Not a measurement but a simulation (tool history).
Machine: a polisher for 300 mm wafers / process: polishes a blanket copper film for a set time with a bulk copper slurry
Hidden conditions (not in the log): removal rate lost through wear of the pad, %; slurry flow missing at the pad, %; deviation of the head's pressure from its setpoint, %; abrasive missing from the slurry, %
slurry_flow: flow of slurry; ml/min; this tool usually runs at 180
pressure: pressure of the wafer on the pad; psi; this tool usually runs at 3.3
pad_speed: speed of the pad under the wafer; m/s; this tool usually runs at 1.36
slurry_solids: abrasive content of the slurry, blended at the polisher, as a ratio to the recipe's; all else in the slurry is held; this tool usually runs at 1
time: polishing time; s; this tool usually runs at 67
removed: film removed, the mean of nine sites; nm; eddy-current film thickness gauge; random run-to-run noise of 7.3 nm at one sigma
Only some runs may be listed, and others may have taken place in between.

run,hour,slurry_flow,pressure,pad_speed,slurry_solids,time,wafers since the last listed run,wafers polished on this pad,hours since the slurry nozzle was cleaned,hours since the head pressure was calibrated,hours since the slurry blender was calibrated,"incoming thickness of the incoming film, nm",removed
1,0,180,3.3,1.36,1.05,67,0,942,342.8,84.1,7.3,2757.1,1075.9
# hour 22.1: worn pad replaced by a new one
2,29,180,3.3,1.36,1,83,269,73,371.8,113.1,36.3,2789.9,1267.2
3,83.4,180,3.3,1.36,1,83,585,659,426.2,167.5,90.7,2800.9,1221.1
4,116.8,180,3.3,1.36,1,67,359,1019,459.6,200.9,124.1,2749.4,981.9
# hour 143.4: slurry blender recalibrated
5,148.4,180,3.3,1.36,1,67,318,1338,491.2,232.5,5,2750.7,1057.8
# hour 152.9: worn pad replaced by a new one
6,190.9,180,3.3,1.36,1,67,414,409,533.7,275,47.5,2721.6,1005.1
7,255.4,180,3.3,1.36,1,67,694,1104,598.2,339.5,112,2793.8,987.1
# hour 259: slurry blender recalibrated
8,282.2,180,3.3,1.36,1,67,267,1371,625,366.3,23.2,2755.4,1035.2
# hour 296.5: worn pad replaced by a new one
9,337,180,3.3,1.36,1,67,547,435,679.8,421.1,78,2771.3,994.9
# hour 352.8: slurry nozzle cleaned
# hour 367.8: head pressure recalibrated
# hour 400: slurry blender recalibrated
10,405.6,230,3.3,1.02,1.1,56,685,1120,52.8,37.8,5.6,2715,746.1
# hour 413.8: worn pad replaced by a new one
11,430.2,125,4.2,1.74,1,54,221,177,77.4,62.4,30.2,2731.5,1207.4
12,484.5,180,3.3,1.36,1,75,584,761,131.7,116.7,84.5,2770.5,1098.5
# hour 531.4: worn pad replaced by a new one
# hour 533: slurry blender recalibrated
13,553.2,180,3.3,1.48,1,49,679,217,200.4,185.4,20.2,2765.6,791.7
14,596.2,180,3.3,0.88,1,67,463,681,243.4,228.4,63.2,2772.1,686.7
# hour 656.6: slurry blender recalibrated
# hour 664.8: worn pad replaced by a new one
15,665.3,180,3.3,1.36,1,74,679,5,312.5,297.5,8.7,2765.4,1169

Consider 5 possible next runs. They are alternatives, not a sequence: every one starts from the tool as it was left by run 15. What does each give?
A,665.7,180,3.7,1.36,1,67,4,10,312.9,297.9,9.1,2762.3,?
B,665.7,240,2.5,1.36,1,67,4,10,312.9,297.9,9.1,2762.3,?
C,665.7,210,2.2,1.36,1.25,53,4,10,312.9,297.9,9.1,2762.3,?
D,665.7,130,3.3,1.36,1.15,46,4,10,312.9,297.9,9.1,2762.3,?
E,665.7,180,3.3,1.36,1,50,4,10,312.9,297.9,9.1,2762.3,?

run,removed
A,1160.3
B,814.8
C,594
D,695.4
E,772.3
With the hidden condition removed and each run's random variation left untouched, the same runs would have given:
run,removed
A,1184.7
B,831.9
C,607
D,710.4
E,788.5

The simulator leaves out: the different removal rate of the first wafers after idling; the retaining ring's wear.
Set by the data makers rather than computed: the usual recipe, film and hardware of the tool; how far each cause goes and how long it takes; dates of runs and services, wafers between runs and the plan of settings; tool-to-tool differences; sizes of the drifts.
